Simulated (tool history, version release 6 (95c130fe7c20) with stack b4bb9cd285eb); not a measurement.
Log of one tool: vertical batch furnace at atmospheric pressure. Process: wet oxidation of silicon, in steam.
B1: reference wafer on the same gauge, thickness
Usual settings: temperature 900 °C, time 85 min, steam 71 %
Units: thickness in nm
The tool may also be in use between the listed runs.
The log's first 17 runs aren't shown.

Run 18, day 61.396: usual settings but temperature 922 °C, steam 82 %; B1 147.92. Result: thickness 249.59 nm.
Run 19, day 64.017: usual settings but temperature 918 °C; B1 148. Result: thickness 215.05 nm.
Run 20, day 67.871: usual settings but temperature 919 °C, time 46 min, steam 66 %; B1 147.99. Result: thickness 127.36 nm.
At day 76.479: thermocouples replaced and temperature profile calibrated.
At day 77.125: steam generator serviced.
Run 21, day 77.146: usual settings but temperature 884 °C, time 99 min; B1 147.96. Result: thickness 162.02 nm.
Run 22, day 79.575: usual settings but temperature 911 °C, time 118.5 min, steam 63 %; B1 147.88. Result: thickness 235.9 nm.
Run 23, day 82.721: usual settings but time 60 min; B1 147.95. Result: thickness 132.9 nm.
Run 24, day 88.129: usual settings but temperature 877 °C, time 123.5 min; B1 147.99. Result: thickness 176.13 nm.
Run 25, day 92.2: usual settings but temperature 918 °C, steam 67 %; B1 148. Result: thickness 205.46 nm.
At day 94.242: gauge calibrated.
Run 26, day 96.267: usual settings but temperature 893 °C; B1 147.97. Result: thickness 160.58 nm.
Run 27, day 99.233: usual settings; B1 147.98. Result: thickness 176.35 nm.
Run 28, day 103.158: usual settings but temperature 879 °C, time 70.5 min, steam 79 %; B1 148.03. Result: thickness 125.31 nm.
Run 29, day 106.308: usual settings; B1 147.98. Result: thickness 176.3 nm.
Run 30, day 109.35: usual settings but temperature 890 °C, time 121.5 min, steam 80 %; B1 147.92. Result: thickness 226.35 nm.
Run 31, day 111.362: usual settings but time 121 min; B1 147.91. Result: thickness 233.3 nm.
Run 32, day 113.042: usual settings; B1 148.17. Result: thickness 175.37 nm.
Run 33, day 116.892: usual settings but temperature 875 °C, steam 75 %; B1 147.98. Result: thickness 132.12 nm.
Run 34, day 120.862: usual settings but temperature 886 °C; B1 147.99. Result: thickness 147.57 nm.
Run 35, day 125.088: usual settings but temperature 910 °C; B1 148.01. Result: thickness 198.17 nm.
Run 36, day 127.521: usual settings but temperature 885 °C; B1 147.97. Result: thickness 145.5 nm.
Run 37, day 130.612: usual settings but steam 61 %; B1 148.07. Result: thickness 155.37 nm.
Run 38, day 132.95: usual settings; B1 148.01. Result: thickness 176 nm.

Forecast each of these 4 alternatives for the next run:
Run A, day 133.15: usual settings but time 55 min; B1 ?. Result: thickness ?.
Run B, day 133.15: usual settings but temperature 908 °C, time 122 min; B1 ?. Result: thickness ?.
Run C, day 133.15: usual settings but time 119 min, steam 60 %; B1 ?. Result: thickness ?.
Run D, day 133.15: usual settings but temperature 885 °C, time 125.5 min; B1 ?. Result: thickness ?.

run   B1  thickness
  A  148     125.61
  B  148     258.31
  C  148     202.14
  D  148     199.46
Without the tool's hidden state the same runs would have given:
run  thickness
  A     125.61
  B     258.31
  C     202.14
  D     199.46
